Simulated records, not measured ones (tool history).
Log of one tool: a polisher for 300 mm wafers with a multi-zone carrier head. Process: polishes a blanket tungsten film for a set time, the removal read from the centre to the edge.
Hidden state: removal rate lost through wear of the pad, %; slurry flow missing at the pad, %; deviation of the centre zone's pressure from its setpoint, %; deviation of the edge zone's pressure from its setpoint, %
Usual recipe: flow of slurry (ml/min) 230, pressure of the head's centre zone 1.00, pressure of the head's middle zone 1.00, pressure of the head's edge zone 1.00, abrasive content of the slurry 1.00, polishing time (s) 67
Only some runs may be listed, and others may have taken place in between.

run	hour	flow of slurry (ml/min)	pressure of the head's centre zone	pressure of the head's middle zone	pressure of the head's edge zone	abrasive content of the slurry	polishing time (s)	wafers since the last listed run	wafers polished on this pad	hours since the slurry nozzle was cleaned	hours since the centre zone pressure was calibrated	hours since the edge zone pressure was calibrated	hours since the carrier head's membrane was replaced	incoming thickness of the incoming film, nm	film removed at the wafer's centre (angstrom)	film removed at mid-radius (angstrom)	film removed at the wafer's edge (angstrom)
1	0.0	305	0.93	1.00	1.00	1.00	60	0	1971	645.3	556.0	226.2	663.8	1268.8	3246	3899	4026
2	45.5	150	1.00	1.00	1.00	1.20	67	417	2389	690.8	601.5	271.7	709.3	1262.3	3253	3605	4109
# hour 93.7: slurry nozzle cleaned
3	94.7	230	1.00	1.00	1.00	1.00	67	442	2831	1.0	650.7	320.9	758.5	1261.3	4220	4531	4646
# hour 294.0: centre zone pressure recalibrated
4	294.5	300	1.00	1.00	1.00	1.00	67	1816	4648	200.8	0.5	520.7	958.3	1291.2	4642	4531	4689
# hour 302.1: worn pad replaced by a new one
5	337.4	230	1.00	1.00	1.00	1.00	67	357	324	243.7	43.4	563.6	1001.2	1246.2	4176	4266	4512
6	392.1	295	0.93	1.04	1.00	1.20	67	502	826	298.4	98.1	618.3	1055.9	1250.8	4212	4806	4751
# hour 411.5: edge zone pressure recalibrated
7	594.0	230	1.00	0.92	1.00	1.00	67	1835	2661	500.3	300.0	182.5	1257.8	1297.7	3849	3797	4355
8	650.8	230	1.00	1.00	1.00	1.00	67	521	3183	557.1	356.8	239.3	1314.6	1253.7	3783	4100	4311
9	700.8	230	1.00	1.00	0.92	1.25	67	459	3642	607.1	406.8	289.3	1364.6	1286.7	3977	4312	4458
10	757.2	230	1.00	1.00	1.08	1.00	67	517	4160	663.5	463.2	345.7	1421.0	1296.3	3781	4051	4383
11	791.4	230	0.91	1.00	1.00	0.90	67	314	4474	697.7	497.4	379.9	1455.2	1263.6	3224	3901	4162
# hour 802.4: slurry nozzle cleaned
# hour 803.9: worn pad replaced by a new one
12	816.8	230	1.04	1.00	1.08	1.00	67	209	117	14.4	522.8	405.3	1480.6	1260.0	4396	4597	4944
13	870.9	290	1.00	1.00	1.12	1.00	67	496	614	68.5	576.9	459.4	1534.7	1251.8	4320	4611	4997
14	941.5	165	1.00	1.00	1.06	1.00	67	648	1263	139.1	647.5	530.0	1605.3	1265.4	3757	4078	4493
15	969.9	195	1.00	1.00	1.00	0.80	67	260	1523	167.5	675.9	558.4	1633.7	1298.7	3637	3981	4213
16	1009.8	230	1.00	1.00	1.00	0.85	67	366	1890	207.4	715.8	598.3	1673.6	1281.5	3858	4157	4286
# hour 1018.4: edge zone pressure recalibrated
17	1042.2	230	1.12	1.00	1.11	1.10	67	279	2169	239.8	748.2	23.8	1706.0	1282.9	4428	4418	4710
18	1098.8	255	1.00	1.00	1.00	1.00	88	519	2689	296.4	804.8	80.4	1762.6	1287.7	5236	5713	5986
# hour 1106.7: centre zone pressure recalibrated
# hour 1111.3: carrier head's membrane replaced by a new one
19	1139.4	230	1.09	1.00	0.95	1.00	67	312	3001	337.0	32.7	121.0	28.1	1276.3	4583	4249	4329
20	1181.2	230	1.00	1.00	1.00	1.00	67	383	3385	378.8	74.5	162.8	69.9	1293.2	4160	4211	4288

Below are 5 alternative next runs, each starting from the tool's condition after run 20. Predict each:
A	1181.6	230	1.00	1.00	1.00	1.00	67	3	3389	379.2	74.9	163.2	70.3	1259.2	?	?	?
B	1181.6	230	0.95	1.05	1.00	1.00	67	3	3389	379.2	74.9	163.2	70.3	1259.2	?	?	?
C	1181.6	230	1.00	1.00	1.07	0.85	67	3	3389	379.2	74.9	163.2	70.3	1259.2	?	?	?
D	1181.6	230	1.09	1.00	1.10	0.80	51	3	3389	379.2	74.9	163.2	70.3	1259.2	?	?	?
E	1181.6	230	1.00	0.96	1.00	1.00	80	3	3389	379.2	74.9	163.2	70.3	1259.2	?	?	?

run	film removed at the wafer's centre (angstrom)	film removed at mid-radius (angstrom)	film removed at the wafer's edge (angstrom)
A	4099	4187	4471
B	3893	4364	4468
C	3937	4021	4440
D	3220	3014	3376
E	4892	4830	5342
Stripped of hidden state, with their random variation kept, the same runs would have yielded:
run	film removed at the wafer's centre (angstrom)	film removed at mid-radius (angstrom)	film removed at the wafer's edge (angstrom)
A	4624	4606	4793
B	4392	4802	4790
C	4441	4424	4759
D	3632	3316	3619
E	5519	5314	5726

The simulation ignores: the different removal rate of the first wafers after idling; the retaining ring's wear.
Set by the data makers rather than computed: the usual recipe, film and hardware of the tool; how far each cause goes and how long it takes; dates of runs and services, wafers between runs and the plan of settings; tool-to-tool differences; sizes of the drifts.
